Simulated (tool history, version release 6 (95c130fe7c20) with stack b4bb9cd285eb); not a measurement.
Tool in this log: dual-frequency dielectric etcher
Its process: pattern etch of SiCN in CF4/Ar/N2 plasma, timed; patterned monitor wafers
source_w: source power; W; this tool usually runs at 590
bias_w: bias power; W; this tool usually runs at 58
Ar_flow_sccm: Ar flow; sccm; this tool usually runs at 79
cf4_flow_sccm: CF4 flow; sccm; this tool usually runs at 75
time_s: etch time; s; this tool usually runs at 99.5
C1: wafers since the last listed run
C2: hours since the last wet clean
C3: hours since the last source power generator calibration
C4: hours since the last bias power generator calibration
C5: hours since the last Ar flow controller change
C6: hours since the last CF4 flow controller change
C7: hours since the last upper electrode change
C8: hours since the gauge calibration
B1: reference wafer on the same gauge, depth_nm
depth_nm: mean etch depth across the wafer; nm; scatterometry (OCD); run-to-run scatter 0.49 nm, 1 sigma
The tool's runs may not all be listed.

Run 1, day 0: usual settings; C1 0; C2 490.8; C3 1731.4; C4 3577.5; C5 4163.5; C6 4574.7; C7 3496; C8 406.1; B1 98. Result: depth_nm 104.7 nm.
Run 2, day 1.117: usual settings; C1 260; C2 517.6; C3 1758.2; C4 3604.3; C5 4190.3; C6 4601.5; C7 3522.8; C8 432.9; B1 98. Result: depth_nm 104.5 nm.
Run 3, day 2.046: usual settings; C1 216; C2 539.9; C3 1780.5; C4 3626.6; C5 4212.6; C6 4623.8; C7 3545.1; C8 455.2; B1 98.1. Result: depth_nm 104.1 nm.
At day 3.854: wet clean of the chamber.
Run 4, day 3.875: usual settings; C1 193; C2 0.5; C3 1824.4; C4 3670.5; C5 4256.5; C6 4667.7; C7 3589; C8 499.1; B1 98. Result: depth_nm 104.2 nm.
Run 5, day 4.067: usual settings; C1 44; C2 5.1; C3 1829; C4 3675.1; C5 4261.1; C6 4672.3; C7 3593.6; C8 503.7; B1 98. Result: depth_nm 105.3 nm.
At day 4.321: gauge calibrated.
Run 6, day 4.579: usual settings; C1 119; C2 17.4; C3 1841.3; C4 3687.4; C5 4273.4; C6 4684.6; C7 3605.9; C8 6.2; B1 98.1. Result: depth_nm 105 nm.
Run 7, day 5.504: usual settings; C1 215; C2 39.6; C3 1863.5; C4 3709.6; C5 4295.6; C6 4706.8; C7 3628.1; C8 28.4; B1 97.9. Result: depth_nm 103.9 nm.
At day 6.125: Ar flow controller replaced.
At day 6.704: source power generator calibrated.
Run 8, day 8.45: usual settings; C1 589; C2 110.3; C3 41.9; C4 3780.3; C5 55.8; C6 4777.5; C7 3698.8; C8 99.1; B1 98. Result: depth_nm 103.8 nm.
At day 9.9: upper electrode replaced.
Run 9, day 9.921: usual settings; C1 109; C2 145.6; C3 77.2; C4 3815.6; C5 91.1; C6 4812.8; C7 0.5; C8 134.4; B1 98.1. Result: depth_nm 103.9 nm.
Run 10, day 11.362: usual settings; C1 335; C2 180.2; C3 111.8; C4 3850.2; C5 125.7; C6 4847.4; C7 35.1; C8 169; B1 98.1. Result: depth_nm 105 nm.
At day 12.117: bias power generator calibrated.
Run 11, day 12.521: usual settings but bias_w 68 W, Ar_flow_sccm 70 sccm; C1 231; C2 208; C3 139.6; C4 9.7; C5 153.5; C6 4875.2; C7 62.9; C8 196.8; B1 97.9. Result: depth_nm 113.4 nm.
Run 12, day 13.233: usual settings; C1 165; C2 225.1; C3 156.7; C4 26.8; C5 170.6; C6 4892.3; C7 80; C8 213.9; B1 98. Result: depth_nm 104.9 nm.
At day 13.592: CF4 flow controller replaced.
Run 13, day 14.142: usual settings; C1 153; C2 246.9; C3 178.5; C4 48.6; C5 192.4; C6 13.2; C7 101.8; C8 235.7; B1 98.1. Result: depth_nm 104.3 nm.
Run 14, day 14.9: usual settings; C1 176; C2 265.1; C3 196.7; C4 66.8; C5 210.6; C6 31.4; C7 120; C8 253.9; B1 98. Result: depth_nm 103.7 nm.
Run 15, day 15.525: usual settings but time_s 72.5 s; C1 145; C2 280.1; C3 211.7; C4 81.8; C5 225.6; C6 46.4; C7 135; C8 268.9; B1 97.9. Result: depth_nm 76.6 nm.
Run 16, day 16.625: usual settings but cf4_flow_sccm 88 sccm; C1 256; C2 306.5; C3 238.1; C4 108.2; C5 252; C6 72.8; C7 161.4; C8 295.3; B1 97.9. Result: depth_nm 107 nm.
Run 17, day 18.088: usual settings but cf4_flow_sccm 88 sccm; C1 340; C2 341.6; C3 273.2; C4 143.3; C5 287.1; C6 107.9; C7 196.5; C8 330.4; B1 97.9. Result: depth_nm 107.4 nm.
Run 18, day 19.225: usual settings but bias_w 47 W, cf4_flow_sccm 66 sccm; C1 264; C2 368.9; C3 300.5; C4 170.6; C5 314.4; C6 135.2; C7 223.8; C8 357.7; B1 98. Result: depth_nm 95.1 nm.
Run 19, day 20.408: usual settings but source_w 540 W; C1 275; C2 397.3; C3 328.9; C4 199; C5 342.8; C6 163.6; C7 252.2; C8 386.1; B1 98. Result: depth_nm 97.2 nm.
Run 20, day 21.492: usual settings but bias_w 54 W, cf4_flow_sccm 59 sccm, time_s 77 s; C1 252; C2 423.3; C3 354.9; C4 225; C5 368.8; C6 189.6; C7 278.2; C8 412.1; B1 97.9. Result: depth_nm 76 nm.

Run 21 comes next. What will it give?
Run 21, day 23.046: usual settings but bias_w 69 W, time_s 70.5 s; C1 362; C2 460.6; C3 392.2; C4 262.3; C5 406.1; C6 226.9; C7 315.5; C8 449.4; B1 ?. Result: depth_nm ?.

B1: 97.9
depth_nm: 79 nm
Had the tool carried no hidden state, the very same run would have given depth_nm 79 nm.
